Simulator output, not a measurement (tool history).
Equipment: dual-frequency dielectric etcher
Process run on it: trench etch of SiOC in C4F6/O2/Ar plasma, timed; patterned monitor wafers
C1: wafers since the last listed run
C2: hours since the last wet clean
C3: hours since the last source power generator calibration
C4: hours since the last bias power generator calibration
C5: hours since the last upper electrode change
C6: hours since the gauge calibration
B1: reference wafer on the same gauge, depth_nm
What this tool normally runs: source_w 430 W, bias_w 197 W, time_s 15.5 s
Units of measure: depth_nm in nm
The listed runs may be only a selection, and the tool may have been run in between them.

Run 1, day 0: usual settings but time_s 14.5 s; C1 0; C2 456.9; C3 2896.3; C4 4244.8; C5 4520.8; C6 301.4; B1 29.91. Result: depth_nm 31.28 nm.
Run 2, day 0.725: usual settings; C1 304; C2 474.3; C3 2913.7; C4 4262.2; C5 4538.2; C6 318.8; B1 29.89. Result: depth_nm 33.57 nm.
Run 3, day 2.188: usual settings; C1 613; C2 509.4; C3 2948.8; C4 4297.3; C5 4573.3; C6 353.9; B1 29.9. Result: depth_nm 33.52 nm.
Run 4, day 2.696: usual settings but source_w 470 W, time_s 14 s; C1 213; C2 521.6; C3 2961; C4 4309.5; C5 4585.5; C6 366.1; B1 29.89. Result: depth_nm 31.41 nm.
Run 5, day 3.038: usual settings; C1 143; C2 529.8; C3 2969.2; C4 4317.7; C5 4593.7; C6 374.3; B1 29.9. Result: depth_nm 33.52 nm.
At day 3.5: bias power generator calibrated.
At day 4.296: wet clean of the chamber.
Run 6, day 4.317: usual settings but time_s 13 s; C1 134; C2 0.5; C3 2999.9; C4 19.6; C5 4624.4; C6 405; B1 29.89. Result: depth_nm 28.08 nm.
Run 7, day 4.329: usual settings but source_w 490 W, bias_w 232 W, time_s 19.5 s; C1 5; C2 0.8; C3 3000.2; C4 19.9; C5 4624.7; C6 405.3; B1 29.92. Result: depth_nm 46.72 nm.
Run 8, day 4.683: usual settings but source_w 510 W, bias_w 218 W, time_s 18 s; C1 148; C2 9.3; C3 3008.7; C4 28.4; C5 4633.2; C6 413.8; B1 29.89. Result: depth_nm 43.33 nm.
Run 9, day 5.408: usual settings; C1 304; C2 26.7; C3 3026.1; C4 45.8; C5 4650.6; C6 431.2; B1 29.91. Result: depth_nm 33.42 nm.
At day 6.021: source power generator calibrated.
Run 10, day 6.042: usual settings but source_w 380 W; C1 195; C2 41.9; C3 0.5; C4 61; C5 4665.8; C6 446.4; B1 29.91. Result: depth_nm 31.62 nm.
Run 11, day 6.467: usual settings; C1 178; C2 52.1; C3 10.7; C4 71.2; C5 4676; C6 456.6; B1 29.89. Result: depth_nm 33.22 nm.
Run 12, day 6.758: usual settings but source_w 360 W, bias_w 231 W, time_s 16.5 s; C1 122; C2 59.1; C3 17.7; C4 78.2; C5 4683; C6 463.6; B1 29.9. Result: depth_nm 34.37 nm.
At day 7.154: gauge calibrated.
Run 13, day 7.183: usual settings but source_w 370 W, bias_w 149 W, time_s 12 s; C1 178; C2 69.3; C3 27.9; C4 88.4; C5 4693.2; C6 0.7; B1 29.9. Result: depth_nm 22.61 nm.
Run 14, day 7.783: usual settings but source_w 480 W, bias_w 171 W, time_s 12.5 s; C1 251; C2 83.7; C3 42.3; C4 102.8; C5 4707.6; C6 15.1; B1 29.9. Result: depth_nm 27.24 nm.
Run 15, day 8.362: usual settings but source_w 320 W, bias_w 184 W; C1 243; C2 97.6; C3 56.2; C4 116.7; C5 4721.5; C6 29; B1 29.91. Result: depth_nm 28.5 nm.
Run 16, day 8.871: usual settings but source_w 520 W, bias_w 225 W, time_s 19.5 s; C1 213; C2 109.8; C3 68.4; C4 128.9; C5 4733.7; C6 41.2; B1 29.88. Result: depth_nm 47.62 nm.
Run 17, day 9.196: usual settings; C1 136; C2 117.6; C3 76.2; C4 136.7; C5 4741.5; C6 49; B1 29.89. Result: depth_nm 33.38 nm.
At day 10.521: upper electrode replaced.
Run 18, day 10.542: usual settings but source_w 380 W; C1 145; C2 149.9; C3 108.5; C4 169; C5 0.5; C6 81.3; B1 29.9. Result: depth_nm 31.75 nm.
Run 19, day 10.558: usual settings but source_w 370 W; C1 6; C2 150.3; C3 108.9; C4 169.4; C5 0.9; C6 81.7; B1 29.89. Result: depth_nm 31.36 nm.
Run 20, day 10.621: usual settings but source_w 510 W, bias_w 231 W, time_s 18 s; C1 26; C2 151.8; C3 110.4; C4 170.9; C5 2.4; C6 83.2; B1 29.9. Result: depth_nm 43.62 nm.
Run 21, day 12.562: usual settings; C1 814; C2 198.4; C3 157; C4 217.5; C5 49; C6 129.8; B1 29.9. Result: depth_nm 33.29 nm.
Run 22, day 12.9: usual settings but source_w 530 W, bias_w 230 W; C1 141; C2 206.5; C3 165.1; C4 225.6; C5 57.1; C6 137.9; B1 29.9. Result: depth_nm 38.24 nm.
Run 23, day 13.275: usual settings but source_w 500 W; C1 157; C2 215.5; C3 174.1; C4 234.6; C5 66.1; C6 146.9; B1 29.93. Result: depth_nm 35.63 nm.
Run 24, day 13.846: usual settings but source_w 370 W, bias_w 174 W, time_s 18.5 s; C1 239; C2 229.2; C3 187.8; C4 248.3; C5 79.8; C6 160.6; B1 29.9. Result: depth_nm 36.08 nm.
Run 25, day 14.396: usual settings but source_w 540 W, bias_w 221 W, time_s 18.5 s; C1 230; C2 242.4; C3 201; C4 261.5; C5 93; C6 173.8; B1 29.91. Result: depth_nm 45.58 nm.
Run 26, day 14.962: usual settings but time_s 18 s; C1 237; C2 256; C3 214.6; C4 275.1; C5 106.6; C6 187.4; B1 29.89. Result: depth_nm 38.91 nm.
Run 27, day 15.571: usual settings; C1 255; C2 270.6; C3 229.2; C4 289.7; C5 121.2; C6 202; B1 29.91. Result: depth_nm 33.47 nm.
Run 28, day 15.871: usual settings; C1 125; C2 277.8; C3 236.4; C4 296.9; C5 128.4; C6 209.2; B1 29.91. Result: depth_nm 33.22 nm.
Run 29, day 16.425: usual settings but source_w 360 W, bias_w 180 W, time_s 12.5 s; C1 232; C2 291.1; C3 249.7; C4 310.2; C5 141.7; C6 222.5; B1 29.9. Result: depth_nm 24.36 nm.

How the hidden state differs across the entries between the runs, from the last listed run before each to the first after it:
Runs 5 to 6: bias power generator calibrated (day 3.5); wet clean of the chamber (day 4.296)
  both runs share identical hidden conditions
Runs 9 to 10: source power generator calibrated (day 6.021)
  both runs share identical hidden conditions
Runs 12 to 13: gauge calibrated (day 7.154)
  both runs share identical hidden conditions
Runs 17 to 18: upper electrode replaced (day 10.521)
  both runs share identical hidden conditions
